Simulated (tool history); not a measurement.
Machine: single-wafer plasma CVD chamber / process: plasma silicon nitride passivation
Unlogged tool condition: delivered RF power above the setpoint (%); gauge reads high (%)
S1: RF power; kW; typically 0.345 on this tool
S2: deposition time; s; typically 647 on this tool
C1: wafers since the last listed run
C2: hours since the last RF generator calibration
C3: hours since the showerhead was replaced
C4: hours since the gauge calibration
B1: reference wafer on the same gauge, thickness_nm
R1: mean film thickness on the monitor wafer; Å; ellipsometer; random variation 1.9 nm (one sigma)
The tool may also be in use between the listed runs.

| run | hour | S1 | S2 | C1 | C2 | C3 | C4 | B1 | R1 |
|---|---|---|---|---|---|---|---|---|---|
| 1 | 0 | 0.325 | 711 | 0 | 1681.8 | 2844 | 1428.1 | 788.913 | 8533.65 |
| 2 | 57.6 | 0.345 | 647 | 152 | 1739.4 | 2901.6 | 1485.7 | 789.433 | 7895.11 |
| 3 | 125.8 | 0.345 | 647 | 181 | 1807.6 | 2969.8 | 1553.9 | 789.721 | 7873.31 |
| 4 | 152.6 | 0.345 | 647 | 71 | 1834.4 | 2996.6 | 1580.7 | 788.137 | 7877.11 |
| 5 | 186 | 0.345 | 647 | 88 | 1867.8 | 3030 | 1614.1 | 789.124 | 7887.85 |
| 6 | 242 | 0.345 | 647 | 148 | 1923.8 | 3086 | 1670.1 | 789.585 | 7880.26 |
| 7 | 281.6 | 0.345 | 647 | 105 | 1963.4 | 3125.6 | 1709.7 | 789.046 | 7868.19 |
| 8 | 328.8 | 0.345 | 647 | 125 | 2010.6 | 3172.8 | 1756.9 | 789.489 | 7819.28 |
| 9 | 397.3 | 0.345 | 647 | 181 | 2079.1 | 3241.3 | 1825.4 | 789.037 | 7851.9 |
| 10 | 464 | 0.345 | 647 | 177 | 2145.8 | 3308 | 1892.1 | 789.526 | 7854.98 |
| 11 | 494.2 | 0.385 | 647 | 80 | 2176 | 3338.2 | 1922.3 | 788.551 | 8026.49 |
| 12 | 562.8 | 0.295 | 741 | 182 | 2244.6 | 3406.8 | 1990.9 | 789.314 | 8638.18 |
| 13 | 633.4 | 0.295 | 741 | 187 | 2315.2 | 3477.4 | 2061.5 | 789.54 | 8667.77 |
|  | 711.6 | gauge calibrated |
| 14 | 723.4 | 0.295 | 741 | 239 | 2405.2 | 3567.4 | 11.8 | 788.829 | 8634.38 |
|  | 769.6 | RF generator calibrated |
| 15 | 770 | 0.345 | 647 | 102 | 0.4 | 3614 | 58.4 | 789.121 | 7956.35 |
| 16 | 798.7 | 0.345 | 647 | 76 | 29.1 | 3642.7 | 87.1 | 788.411 | 7969.55 |
| 17 | 829.3 | 0.31 | 681 | 81 | 59.7 | 3673.3 | 117.7 | 788.657 | 8206.72 |
| 18 | 887.7 | 0.345 | 776 | 155 | 118.1 | 3731.7 | 176.1 | 788.789 | 9560.87 |
| 19 | 912.8 | 0.3 | 775 | 66 | 143.2 | 3756.8 | 201.2 | 789.064 | 9245.76 |
| 20 | 1113.9 | 0.365 | 712 | 534 | 344.3 | 3957.9 | 402.3 | 789.402 | 8833.75 |
|  | 1150.5 | showerhead replaced |
| 21 | 1151 | 0.345 | 647 | 77 | 381.4 | 0.5 | 439.4 | 789.465 | 7943.61 |
| 22 | 1184.7 | 0.37 | 613 | 89 | 415.1 | 34.2 | 473.1 | 788.743 | 7666.43 |
| 23 | 1222.6 | 0.32 | 713 | 100 | 453 | 72.1 | 511 | 788.263 | 8632.04 |
| 24 | 1272.2 | 0.345 | 574 | 131 | 502.6 | 121.7 | 560.6 | 788.96 | 7052.19 |
| 25 | 1298.4 | 0.345 | 647 | 69 | 528.8 | 147.9 | 586.8 | 789.332 | 7949.04 |
| 26 | 1363.7 | 0.415 | 775 | 173 | 594.1 | 213.2 | 652.1 | 788.962 | 9955.66 |
| 27 | 1423 | 0.39 | 696 | 157 | 653.4 | 272.5 | 711.4 | 788.549 | 8758.67 |
| 28 | 1454.5 | 0.345 | 647 | 83 | 684.9 | 304 | 742.9 | 789.208 | 7930.58 |
| 29 | 1512.4 | 0.305 | 647 | 153 | 742.8 | 361.9 | 800.8 | 788.804 | 7724.65 |
| 30 | 1584.4 | 0.345 | 529 | 191 | 814.8 | 433.9 | 872.8 | 788.74 | 6474.65 |
| 31 | 1613.3 | 0.345 | 647 | 76 | 843.7 | 462.8 | 901.7 | 788.859 | 7914.67 |

5 ways to go on from here, each from the tool as it stands after run 31. What would each give?
| A | 1613.9 | 0.345 | 647 | 1 | 844.3 | 463.4 | 902.3 | ? | ? |
| B | 1613.9 | 0.385 | 708 | 1 | 844.3 | 463.4 | 902.3 | ? | ? |
| C | 1613.9 | 0.405 | 744 | 1 | 844.3 | 463.4 | 902.3 | ? | ? |
| D | 1613.9 | 0.31 | 647 | 1 | 844.3 | 463.4 | 902.3 | ? | ? |
| E | 1613.9 | 0.345 | 762 | 1 | 844.3 | 463.4 | 902.3 | ? | ? |

| run | B1 | R1 |
|---|---|---|
| A | 789.335 | 7943.83 |
| B | 789.335 | 8909.63 |
| C | 789.335 | 9471.9 |
| D | 789.335 | 7760.44 |
| E | 789.335 | 9355.79 |
Had the tool no hidden state, the same runs would have come out as:
| run | R1 |
|---|---|
| A | 7975.77 |
| B | 8945.46 |
| C | 9510 |
| D | 7791.65 |
| E | 9393.42 |
